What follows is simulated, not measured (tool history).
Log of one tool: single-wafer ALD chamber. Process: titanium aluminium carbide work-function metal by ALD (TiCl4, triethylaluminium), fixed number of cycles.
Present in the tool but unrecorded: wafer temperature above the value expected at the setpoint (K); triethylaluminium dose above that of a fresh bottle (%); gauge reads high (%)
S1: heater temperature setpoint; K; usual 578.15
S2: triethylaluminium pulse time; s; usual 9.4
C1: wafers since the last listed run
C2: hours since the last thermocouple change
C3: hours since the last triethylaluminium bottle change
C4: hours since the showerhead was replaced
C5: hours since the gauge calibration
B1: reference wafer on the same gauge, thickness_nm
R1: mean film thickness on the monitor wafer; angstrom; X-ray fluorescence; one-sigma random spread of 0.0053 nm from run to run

Run 1, hour 0: usual settings but S1 583.15 K; C1 0; C2 2267.9; C3 1534.3; C4 2064.7; C5 123; B1 2. Result: R1 20.08 angstrom.
Run 2, hour 33.7: usual settings but S1 583.15 K; C1 384; C2 2301.6; C3 1568; C4 2098.4; C5 156.7; B1 2.001. Result: R1 20.19 angstrom.
Run 3, hour 46.6: usual settings but S1 583.15 K; C1 147; C2 2314.5; C3 1580.9; C4 2111.3; C5 169.6; B1 2. Result: R1 20.11 angstrom.
Run 4, hour 65.6: usual settings but S1 571.15 K; C1 216; C2 2333.5; C3 1599.9; C4 2130.3; C5 188.6; B1 2.002. Result: R1 18.8 angstrom.
Run 5, hour 78.8: usual settings but S2 8.26 s; C1 150; C2 2346.7; C3 1613.1; C4 2143.5; C5 201.8; B1 2. Result: R1 18.93 angstrom.
Run 6, hour 95.5: usual settings but S2 8.26 s; C1 190; C2 2363.4; C3 1629.8; C4 2160.2; C5 218.5; B1 2.001. Result: R1 18.78 angstrom.
Run 7, hour 120.2: usual settings but S2 8.26 s; C1 281; C2 2388.1; C3 1654.5; C4 2184.9; C5 243.2; B1 2. Result: R1 18.83 angstrom.
Run 8, hour 155.8: usual settings but S1 587.15 K, S2 10.18 s; C1 405; C2 2423.7; C3 1690.1; C4 2220.5; C5 278.8; B1 2.001. Result: R1 20.62 angstrom.
Run 9, hour 182.2: usual settings but S1 587.15 K, S2 10.18 s; C1 300; C2 2450.1; C3 1716.5; C4 2246.9; C5 305.2; B1 2. Result: R1 20.72 angstrom.
Run 10, hour 211.8: usual settings but S1 587.15 K, S2 10.18 s; C1 337; C2 2479.7; C3 1746.1; C4 2276.5; C5 334.8; B1 2. Result: R1 20.54 angstrom.
At hour 231.9: triethylaluminium bottle replaced.
Run 11, hour 243.4: usual settings but S1 582.15 K; C1 269; C2 2511.3; C3 11.5; C4 2308.1; C5 366.4; B1 2. Result: R1 21.7 angstrom.
Run 12, hour 262.7: usual settings but S1 582.15 K; C1 220; C2 2530.6; C3 30.8; C4 2327.4; C5 385.7; B1 1.999. Result: R1 21.67 angstrom.
Run 13, hour 282.8: usual settings but S1 582.15 K; C1 229; C2 2550.7; C3 50.9; C4 2347.5; C5 405.8; B1 2. Result: R1 21.69 angstrom.
Run 14, hour 303.4: usual settings but S1 586.15 K, S2 13.04 s; C1 234; C2 2571.3; C3 71.5; C4 2368.1; C5 426.4; B1 2.001. Result: R1 22.85 angstrom.
At hour 313.5: showerhead replaced.
Run 15, hour 318.9: usual settings but S1 590.15 K, S2 11.11 s; C1 85; C2 2586.8; C3 87; C4 5.4; C5 441.9; B1 2. Result: R1 22.88 angstrom.
Run 16, hour 331.8: usual settings but S1 572.15 K, S2 12.66 s; C1 147; C2 2599.7; C3 99.9; C4 18.3; C5 454.8; B1 2. Result: R1 21.23 angstrom.
Run 17, hour 365.1: usual settings but S1 566.15 K, S2 8.04 s; C1 379; C2 2633; C3 133.2; C4 51.6; C5 488.1; B1 2. Result: R1 19.54 angstrom.
Run 18, hour 393.2: usual settings but S2 5.81 s; C1 320; C2 2661.1; C3 161.3; C4 79.7; C5 516.2; B1 2.001. Result: R1 19.43 angstrom.
At hour 413.7: gauge calibrated.
At hour 414.6: thermocouple changed; heater temperature recalibrated.
Run 19, hour 415.1: usual settings but S2 8.03 s; C1 158; C2 0.5; C3 183.2; C4 101.6; C5 1.4; B1 2. Result: R1 20.61 angstrom.
Run 20, hour 425.3: usual settings; C1 116; C2 10.7; C3 193.4; C4 111.8; C5 11.6; B1 2.001. Result: R1 21.17 angstrom.

The next listed run, before its measurement:
Run 21, hour 459.7: usual settings but S1 593.15 K, S2 6.03 s; C1 392; C2 45.1; C3 227.8; C4 146.2; C5 46; B1 ?. Result: R1 ?.

Logged for run 21: B1 2, R1 20.94 angstrom.
Had the tool carried no hidden state, the very same run would have given R1 21.4 angstrom.

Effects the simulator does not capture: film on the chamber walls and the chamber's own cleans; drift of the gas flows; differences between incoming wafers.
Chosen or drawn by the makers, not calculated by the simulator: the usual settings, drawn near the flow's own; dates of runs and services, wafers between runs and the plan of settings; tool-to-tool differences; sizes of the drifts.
